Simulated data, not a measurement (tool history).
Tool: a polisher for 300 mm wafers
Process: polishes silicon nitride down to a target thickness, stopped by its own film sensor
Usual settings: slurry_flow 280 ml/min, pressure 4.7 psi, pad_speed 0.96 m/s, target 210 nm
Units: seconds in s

| run | hour | slurry_flow | pressure | pad_speed | target | incoming thickness of the incoming film, nm | seconds |
|---|---|---|---|---|---|---|---|
| 1 | 0 | 280 | 4.7 | 0.96 | 225 | 331.1 | 55.3 |
|  | 10.3 | worn pad replaced by a new one |
| 2 | 13.2 | 280 | 4.7 | 1.1 | 210 | 330.5 | 56.8 |
| 3 | 26.1 | 280 | 4.7 | 0.96 | 210 | 327.2 | 60.3 |
| 4 | 34.2 | 280 | 4.7 | 0.96 | 210 | 325 | 60.6 |
| 5 | 40.2 | 280 | 4.7 | 0.96 | 210 | 332 | 63 |
| 6 | 51.1 | 225 | 4.7 | 0.96 | 210 | 337.4 | 67.8 |
| 7 | 57.4 | 225 | 4.7 | 0.96 | 210 | 326.6 | 63.1 |
| 8 | 67.6 | 280 | 4.7 | 0.96 | 210 | 330.2 | 62.3 |
| 9 | 74.6 | 280 | 4.7 | 0.96 | 210 | 332.7 | 62.9 |
| 10 | 86.4 | 280 | 4.7 | 0.96 | 220 | 330 | 55.8 |
| 11 | 94 | 280 | 4.7 | 0.96 | 220 | 330.7 | 58.4 |
|  | 114.4 | worn pad replaced by a new one |
| 12 | 114.9 | 280 | 4.7 | 0.96 | 210 | 327.2 | 59.7 |
| 13 | 116.5 | 280 | 4.7 | 1.14 | 227 | 326 | 45.4 |
| 14 | 127.8 | 280 | 4.7 | 1.14 | 227 | 330 | 47.2 |
| 15 | 143.9 | 280 | 4.7 | 1.14 | 227 | 328.6 | 46.4 |
| 16 | 150 | 280 | 4.7 | 0.96 | 210 | 329.5 | 61.3 |
|  | 153.2 | head pressure recalibrated |
| 17 | 165.7 | 280 | 4.7 | 0.96 | 210 | 325.6 | 56 |
| 18 | 180.4 | 190 | 4.7 | 0.96 | 180 | 327.6 | 74.8 |
| 19 | 194.9 | 195 | 4.7 | 1.12 | 169 | 329.4 | 72.9 |
| 20 | 204.6 | 280 | 4.7 | 1.22 | 210 | 330.1 | 47.4 |
|  | 209.3 | head pressure recalibrated, repeated, since the last time left the tool worse |
|  | 215.5 | worn pad replaced by a new one |
| 21 | 221.1 | 190 | 4.7 | 0.96 | 180 | 336 | 91.9 |

Forecast run 22:
| 22 | 235.2 | 280 | 4.7 | 0.96 | 210 | 329.5 | ? |

seconds: 66 s
Without the tool's hidden state the same run would have given seconds 66.2 s.
